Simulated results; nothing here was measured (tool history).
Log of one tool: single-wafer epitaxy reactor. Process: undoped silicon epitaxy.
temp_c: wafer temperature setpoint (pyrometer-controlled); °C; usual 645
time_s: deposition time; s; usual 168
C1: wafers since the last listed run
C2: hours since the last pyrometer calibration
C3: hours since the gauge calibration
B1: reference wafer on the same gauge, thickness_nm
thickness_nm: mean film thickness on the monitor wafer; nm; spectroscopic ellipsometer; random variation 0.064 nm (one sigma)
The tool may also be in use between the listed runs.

Run 1, day 0.000: usual settings but temp_c 635 °C, time_s 177 s; C1 0; C2 1298.0; C3 1277.3; B1 25.007. Result: thickness_nm 22.601 nm.
Run 2, day 3.992: usual settings but temp_c 635 °C, time_s 177 s; C1 1294; C2 1393.8; C3 1373.1; B1 24.995. Result: thickness_nm 22.639 nm.
Run 3, day 7.383: usual settings but temp_c 635 °C, time_s 177 s; C1 1100; C2 1475.2; C3 1454.5; B1 25.007. Result: thickness_nm 22.711 nm.
Run 4, day 11.096: usual settings; C1 1204; C2 1564.3; C3 1543.6; B1 24.996. Result: thickness_nm 26.700 nm.
Run 5, day 14.454: usual settings; C1 1089; C2 1644.9; C3 1624.2; B1 25.002. Result: thickness_nm 26.729 nm.
Run 6, day 16.558: usual settings; C1 682; C2 1695.4; C3 1674.7; B1 25.000. Result: thickness_nm 26.857 nm.
Run 7, day 18.346: usual settings; C1 579; C2 1738.3; C3 1717.6; B1 25.004. Result: thickness_nm 26.852 nm.
Run 8, day 22.742: usual settings; C1 1425; C2 1843.8; C3 1823.1; B1 24.994. Result: thickness_nm 26.903 nm.
Run 9, day 26.004: usual settings but time_s 186 s; C1 1058; C2 1922.1; C3 1901.4; B1 24.997. Result: thickness_nm 29.962 nm.
Run 10, day 29.133: usual settings but time_s 186 s; C1 1014; C2 1997.2; C3 1976.5; B1 24.997. Result: thickness_nm 30.104 nm.
Run 11, day 32.112: usual settings but time_s 186 s; C1 966; C2 2068.7; C3 2048.0; B1 25.002. Result: thickness_nm 30.103 nm.
Run 12, day 35.625: usual settings but time_s 147 s; C1 1139; C2 2153.0; C3 2132.3; B1 24.999. Result: thickness_nm 23.796 nm.
At day 37.258: gauge calibrated.
Run 13, day 37.538: usual settings but time_s 147 s; C1 620; C2 2198.9; C3 6.7; B1 25.011. Result: thickness_nm 23.761 nm.
At day 38.692: pyrometer calibrated.
Run 14, day 40.729: usual settings; C1 927; C2 48.9; C3 83.3; B1 25.004. Result: thickness_nm 26.164 nm.
Run 15, day 42.775: usual settings; C1 663; C2 98.0; C3 132.4; B1 25.015. Result: thickness_nm 26.267 nm.
Run 16, day 44.462: usual settings but temp_c 652 °C, time_s 136 s; C1 547; C2 138.5; C3 172.9; B1 25.002. Result: thickness_nm 24.694 nm.
Run 17, day 47.162: usual settings but temp_c 652 °C, time_s 158 s; C1 875; C2 203.3; C3 237.7; B1 24.992. Result: thickness_nm 28.593 nm.
Run 18, day 51.625: usual settings but temp_c 660 °C; C1 1447; C2 310.4; C3 344.8; B1 25.005. Result: thickness_nm 35.929 nm.
Run 19, day 62.004: usual settings but temp_c 632 °C, time_s 185 s; C1 3366; C2 559.5; C3 593.9; B1 25.013. Result: thickness_nm 21.938 nm.
Run 20, day 65.675: usual settings; C1 1190; C2 647.6; C3 682.0; B1 25.005. Result: thickness_nm 26.370 nm.
Run 21, day 69.658: usual settings; C1 1291; C2 743.2; C3 777.6; B1 25.011. Result: thickness_nm 26.283 nm.
Run 22, day 72.146: usual settings but temp_c 658 °C, time_s 137 s; C1 806; C2 802.9; C3 837.3; B1 24.991. Result: thickness_nm 28.240 nm.
Run 23, day 74.104: usual settings; C1 635; C2 849.9; C3 884.3; B1 24.999. Result: thickness_nm 26.406 nm.
Run 24, day 78.075: usual settings but time_s 186 s; C1 1287; C2 945.2; C3 979.6; B1 24.995. Result: thickness_nm 29.260 nm.
Run 25, day 87.012: usual settings but temp_c 632 °C, time_s 155 s; C1 2898; C2 1159.7; C3 1194.1; B1 25.002. Result: thickness_nm 18.557 nm.
Run 26, day 89.225: usual settings but temp_c 633 °C, time_s 148 s; C1 717; C2 1212.8; C3 1247.2; B1 25.002. Result: thickness_nm 18.098 nm.
Run 27, day 92.679: usual settings; C1 1120; C2 1295.7; C3 1330.1; B1 25.007. Result: thickness_nm 26.634 nm.
Run 28, day 94.371: usual settings but time_s 185 s; C1 548; C2 1336.3; C3 1370.7; B1 24.995. Result: thickness_nm 29.170 nm.

Forecast each of these 4 alternatives for the next run:
Run A, day 94.388: usual settings but temp_c 640 °C; C1 5; C2 1336.7; C3 1371.1; B1 ?. Result: thickness_nm ?.
Run B, day 94.388: usual settings but temp_c 635 °C, time_s 190 s; C1 5; C2 1336.7; C3 1371.1; B1 ?. Result: thickness_nm ?.
Run C, day 94.388: usual settings but time_s 189 s; C1 5; C2 1336.7; C3 1371.1; B1 ?. Result: thickness_nm ?.
Run D, day 94.388: usual settings but temp_c 637 °C, time_s 158 s; C1 5; C2 1336.7; C3 1371.1; B1 ?. Result: thickness_nm ?.

run      B1  thickness_nm
  A  24.995        23.918
  B  24.995        24.290
  C  24.995        29.932
  D  24.995        21.091
Without the tool's hidden state the same runs would have given:
run  thickness_nm
  A        23.529
  B        23.891
  C        29.449
  D        20.745
